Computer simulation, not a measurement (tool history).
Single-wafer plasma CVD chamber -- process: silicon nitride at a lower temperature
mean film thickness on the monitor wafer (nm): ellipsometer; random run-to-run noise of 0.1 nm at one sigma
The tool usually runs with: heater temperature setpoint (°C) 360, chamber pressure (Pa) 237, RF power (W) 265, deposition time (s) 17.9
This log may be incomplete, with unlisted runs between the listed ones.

run	hour	heater temperature setpoint (°C)	chamber pressure (Pa)	RF power (W)	deposition time (s)	wafers since the last listed run	hours since the last thermocouple change	hours since the last RF generator calibration	hours since the last manometer calibration	hours since the showerhead was replaced	hours since the gauge calibration	read-back reference wafer on the same gauge, thickness_nm	mean film thickness on the monitor wafer (nm)
1	0.0	360	237	265	17.9	0	1837.2	2188.5	2265.4	6258.4	42.7	17.004	20.809
2	43.3	360	237	265	16.0	811	1880.5	2231.8	2308.7	6301.7	86.0	16.995	18.441
3	57.0	360	237	265	16.0	256	1894.2	2245.5	2322.4	6315.4	99.7	16.997	18.389
4	69.1	360	237	265	16.2	226	1906.3	2257.6	2334.5	6327.5	111.8	16.999	18.730
5	79.6	360	237	265	16.2	196	1916.8	2268.1	2345.0	6338.0	122.3	17.009	18.498
6	86.8	360	237	265	17.9	134	1924.0	2275.3	2352.2	6345.2	129.5	17.007	20.486
7	103.6	360	237	265	17.9	314	1940.8	2292.1	2369.0	6362.0	146.3	16.984	20.481
8	110.1	360	237	265	17.9	121	1947.3	2298.6	2375.5	6368.5	152.8	16.990	20.809
9	122.0	360	237	265	17.9	223	1959.2	2310.5	2387.4	6380.4	164.7	17.029	20.564
# hour 131.8: showerhead replaced
# hour 141.0: RF generator calibrated
10	141.5	360	193	240	17.9	65	1978.7	0.5	2406.9	9.7	184.2	16.990	18.191
11	154.6	360	237	220	17.9	245	1991.8	13.6	2420.0	22.8	197.3	17.007	18.295
# hour 169.2: capacitance manometer re-zeroed and calibrated
12	169.7	349	237	265	16.8	133	2006.9	28.7	0.5	37.9	212.4	17.002	19.387
13	174.2	360	237	265	17.9	84	2011.4	33.2	5.0	42.4	216.9	16.998	20.536
# hour 183.6: thermocouple changed; heater temperature recalibrated
14	184.1	373	259	280	15.5	35	0.5	43.1	14.9	52.3	226.8	16.986	18.824
# hour 191.4: gauge calibrated
15	196.5	364	212	315	17.9	232	12.9	55.5	27.3	64.7	5.1	17.002	22.038
16	209.2	353	264	230	15.7	238	25.6	68.2	40.0	77.4	17.8	16.992	16.857
17	221.1	360	237	265	20.6	223	37.5	80.1	51.9	89.3	29.7	16.986	23.812
18	227.3	360	237	265	17.9	116	43.7	86.3	58.1	95.5	35.9	17.000	20.614
19	239.0	360	237	265	16.0	219	55.4	98.0	69.8	107.2	47.6	17.009	18.366
20	248.9	360	237	265	17.9	185	65.3	107.9	79.7	117.1	57.5	16.982	20.719

Each row is a separate what-if for the run after 20, all from the same tool condition, not one after another. Results?
A	249.3	360	237	265	17.9	7	65.7	108.3	80.1	117.5	57.9	?	?
B	249.3	350	213	265	17.9	7	65.7	108.3	80.1	117.5	57.9	?	?
C	249.3	365	237	265	17.9	7	65.7	108.3	80.1	117.5	57.9	?	?
D	249.3	360	237	240	17.9	7	65.7	108.3	80.1	117.5	57.9	?	?

run	read-back reference wafer on the same gauge, thickness_nm	mean film thickness on the monitor wafer (nm)
A	17.012	20.584
B	17.012	20.039
C	17.012	20.545
D	17.012	19.338
Without the tool's unlogged condition, the same runs would have read:
run	mean film thickness on the monitor wafer (nm)
A	20.584
B	20.039
C	20.545
D	19.338
